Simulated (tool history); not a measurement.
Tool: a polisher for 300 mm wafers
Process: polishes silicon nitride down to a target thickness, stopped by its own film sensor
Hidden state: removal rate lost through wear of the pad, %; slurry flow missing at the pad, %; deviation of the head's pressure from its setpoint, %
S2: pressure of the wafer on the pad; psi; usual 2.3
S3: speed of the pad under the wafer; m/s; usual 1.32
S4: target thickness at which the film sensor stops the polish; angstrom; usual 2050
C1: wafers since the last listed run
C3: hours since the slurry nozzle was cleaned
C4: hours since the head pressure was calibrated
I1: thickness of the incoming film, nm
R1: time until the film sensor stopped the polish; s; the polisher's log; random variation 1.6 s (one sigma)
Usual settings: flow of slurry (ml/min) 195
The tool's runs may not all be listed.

{"run": 1, "hour": 0.0, "flow of slurry (ml/min)": 195, "S2": 2.3, "S3": 1.32, "S4": 2050, "C1": 0, "wafers polished on this pad": 2331, "C3": 2.5, "C4": 370.6, "I1": 389.4, "R1": 123.8}
{"run": 2, "hour": 100.1, "flow of slurry (ml/min)": 195, "S2": 2.3, "S3": 1.32, "S4": 2050, "C1": 729, "wafers polished on this pad": 3061, "C3": 102.6, "C4": 470.7, "I1": 391.5, "R1": 129.5}
{"hour": 141.7, "done": "worn pad replaced by a new one"}
{"run": 3, "hour": 159.0, "flow of slurry (ml/min)": 195, "S2": 2.3, "S3": 1.32, "S4": 2050, "C1": 400, "wafers polished on this pad": 126, "C3": 161.5, "C4": 529.6, "I1": 392.9, "R1": 130.0}
{"run": 4, "hour": 249.4, "flow of slurry (ml/min)": 195, "S2": 2.3, "S3": 1.32, "S4": 2050, "C1": 658, "wafers polished on this pad": 784, "C3": 251.9, "C4": 620.0, "I1": 386.7, "R1": 124.7}
{"run": 5, "hour": 335.5, "flow of slurry (ml/min)": 195, "S2": 2.3, "S3": 1.32, "S4": 2050, "C1": 627, "wafers polished on this pad": 1412, "C3": 338.0, "C4": 706.1, "I1": 388.8, "R1": 130.2}
{"run": 6, "hour": 400.8, "flow of slurry (ml/min)": 195, "S2": 2.5, "S3": 1.32, "S4": 2050, "C1": 475, "wafers polished on this pad": 1888, "C3": 403.3, "C4": 771.4, "I1": 387.1, "R1": 120.7}
{"hour": 415.3, "done": "head pressure recalibrated"}
{"run": 7, "hour": 506.2, "flow of slurry (ml/min)": 215, "S2": 1.8, "S3": 1.32, "S4": 2050, "C1": 753, "wafers polished on this pad": 2641, "C3": 508.7, "C4": 90.9, "I1": 385.6, "R1": 166.2}
{"hour": 549.2, "done": "worn pad replaced by a new one"}
{"run": 8, "hour": 549.7, "flow of slurry (ml/min)": 170, "S2": 2.3, "S3": 1.32, "S4": 2050, "C1": 287, "wafers polished on this pad": 3, "C3": 552.2, "C4": 134.4, "I1": 390.4, "R1": 136.3}
{"run": 9, "hour": 616.6, "flow of slurry (ml/min)": 170, "S2": 2.3, "S3": 1.32, "S4": 2050, "C1": 487, "wafers polished on this pad": 490, "C3": 619.1, "C4": 201.3, "I1": 389.2, "R1": 137.2}
{"run": 10, "hour": 683.5, "flow of slurry (ml/min)": 145, "S2": 2.3, "S3": 1.32, "S4": 2050, "C1": 487, "wafers polished on this pad": 978, "C3": 686.0, "C4": 268.2, "I1": 385.7, "R1": 139.5}
{"hour": 700.0, "done": "slurry nozzle cleaned"}
{"run": 11, "hour": 751.8, "flow of slurry (ml/min)": 195, "S2": 2.3, "S3": 1.32, "S4": 2050, "C1": 490, "wafers polished on this pad": 1468, "C3": 51.8, "C4": 336.5, "I1": 398.8, "R1": 132.7}
{"run": 12, "hour": 816.0, "flow of slurry (ml/min)": 195, "S2": 2.3, "S3": 1.32, "S4": 2050, "C1": 467, "wafers polished on this pad": 1936, "C3": 116.0, "C4": 400.7, "I1": 390.1, "R1": 128.6}
{"run": 13, "hour": 863.2, "flow of slurry (ml/min)": 195, "S2": 2.3, "S3": 1.32, "S4": 2050, "C1": 344, "wafers polished on this pad": 2280, "C3": 163.2, "C4": 447.9, "I1": 385.5, "R1": 128.2}
{"hour": 916.9, "done": "worn pad replaced by a new one"}
{"run": 14, "hour": 927.5, "flow of slurry (ml/min)": 195, "S2": 2.6, "S3": 1.32, "S4": 1480, "C1": 439, "wafers polished on this pad": 77, "C3": 227.5, "C4": 512.2, "I1": 395.9, "R1": 151.3}
{"run": 15, "hour": 1023.9, "flow of slurry (ml/min)": 195, "S2": 2.6, "S3": 1.32, "S4": 2050, "C1": 702, "wafers polished on this pad": 780, "C3": 323.9, "C4": 608.6, "I1": 390.0, "R1": 113.7}
{"hour": 1046.6, "done": "head pressure recalibrated"}
{"run": 16, "hour": 1069.6, "flow of slurry (ml/min)": 195, "S2": 2.3, "S3": 1.32, "S4": 1750, "C1": 318, "wafers polished on this pad": 1098, "C3": 369.6, "C4": 23.0, "I1": 396.9, "R1": 153.3}
{"hour": 1270.9, "done": "worn pad replaced by a new one"}
{"run": 17, "hour": 1293.9, "flow of slurry (ml/min)": 195, "S2": 2.3, "S3": 1.32, "S4": 2050, "C1": 1605, "wafers polished on this pad": 167, "C3": 593.9, "C4": 247.3, "I1": 394.4, "R1": 136.6}
{"hour": 1336.3, "done": "slurry nozzle cleaned"}
{"run": 18, "hour": 1379.7, "flow of slurry (ml/min)": 195, "S2": 2.6, "S3": 1.32, "S4": 2340, "C1": 618, "wafers polished on this pad": 785, "C3": 43.4, "C4": 333.1, "I1": 385.3, "R1": 92.3}
{"run": 19, "hour": 1478.2, "flow of slurry (ml/min)": 195, "S2": 1.7, "S3": 1.32, "S4": 2350, "C1": 717, "wafers polished on this pad": 1503, "C3": 141.9, "C4": 431.6, "I1": 387.9, "R1": 142.9}
{"run": 20, "hour": 1524.0, "flow of slurry (ml/min)": 195, "S2": 2.3, "S3": 1.32, "S4": 1490, "C1": 333, "wafers polished on this pad": 1837, "C3": 187.7, "C4": 477.4, "I1": 391.5, "R1": 170.9}
{"run": 21, "hour": 1627.3, "flow of slurry (ml/min)": 195, "S2": 2.3, "S3": 1.32, "S4": 2050, "C1": 752, "wafers polished on this pad": 2589, "C3": 291.0, "C4": 580.7, "I1": 393.8, "R1": 129.4}
{"hour": 1679.7, "done": "worn pad replaced by a new one"}
{"run": 22, "hour": 1718.2, "flow of slurry (ml/min)": 195, "S2": 2.3, "S3": 0.98, "S4": 2050, "C1": 633, "wafers polished on this pad": 280, "C3": 381.9, "C4": 671.6, "I1": 391.6, "R1": 167.5}
{"hour": 1792.0, "done": "head pressure recalibrated"}
{"run": 23, "hour": 1797.6, "flow of slurry (ml/min)": 195, "S2": 2.3, "S3": 1.32, "S4": 2050, "C1": 564, "wafers polished on this pad": 844, "C3": 461.3, "C4": 5.6, "I1": 391.9, "R1": 130.3}
{"run": 24, "hour": 1902.8, "flow of slurry (ml/min)": 195, "S2": 2.3, "S3": 1.32, "S4": 2050, "C1": 766, "wafers polished on this pad": 1611, "C3": 566.5, "C4": 110.8, "I1": 393.4, "R1": 136.8}
{"run": 25, "hour": 1938.8, "flow of slurry (ml/min)": 195, "S2": 2.3, "S3": 1.32, "S4": 2050, "C1": 262, "wafers polished on this pad": 1873, "C3": 602.5, "C4": 146.8, "I1": 386.8, "R1": 133.5}
{"run": 26, "hour": 1981.6, "flow of slurry (ml/min)": 195, "S2": 2.3, "S3": 1.32, "S4": 2320, "C1": 311, "wafers polished on this pad": 2185, "C3": 645.3, "C4": 189.6, "I1": 386.7, "R1": 110.6}
{"hour": 2016.2, "done": "slurry nozzle cleaned"}
{"run": 27, "hour": 2033.8, "flow of slurry (ml/min)": 220, "S2": 2.6, "S3": 1.32, "S4": 2050, "C1": 373, "wafers polished on this pad": 2558, "C3": 17.6, "C4": 241.8, "I1": 394.8, "R1": 114.3}

Forecast each of these 4 alternatives for the next run:
{"run": "A", "hour": 2034.3, "flow of slurry (ml/min)": 195, "S2": 2.3, "S3": 1.32, "S4": 2050, "C1": 3, "wafers polished on this pad": 2562, "C3": 18.1, "C4": 242.3, "I1": 384.4, "R1": "?"}
{"run": "B", "hour": 2034.3, "flow of slurry (ml/min)": 195, "S2": 2.3, "S3": 1.32, "S4": 1620, "C1": 3, "wafers polished on this pad": 2562, "C3": 18.1, "C4": 242.3, "I1": 384.4, "R1": "?"}
{"run": "C", "hour": 2034.3, "flow of slurry (ml/min)": 195, "S2": 2.3, "S3": 1.5, "S4": 1550, "C1": 3, "wafers polished on this pad": 2562, "C3": 18.1, "C4": 242.3, "I1": 384.4, "R1": "?"}
{"run": "D", "hour": 2034.3, "flow of slurry (ml/min)": 195, "S2": 2.3, "S3": 1.32, "S4": 2690, "C1": 3, "wafers polished on this pad": 2562, "C3": 18.1, "C4": 242.3, "I1": 384.4, "R1": "?"}

run=A R1=123.8
run=B R1=153.5
run=C R1=142.9
run=D R1=79.6
Without the tool's hidden state the same runs would have given:
run=A R1=123.6
run=B R1=153.3
run=C R1=142.7
run=D R1=79.5

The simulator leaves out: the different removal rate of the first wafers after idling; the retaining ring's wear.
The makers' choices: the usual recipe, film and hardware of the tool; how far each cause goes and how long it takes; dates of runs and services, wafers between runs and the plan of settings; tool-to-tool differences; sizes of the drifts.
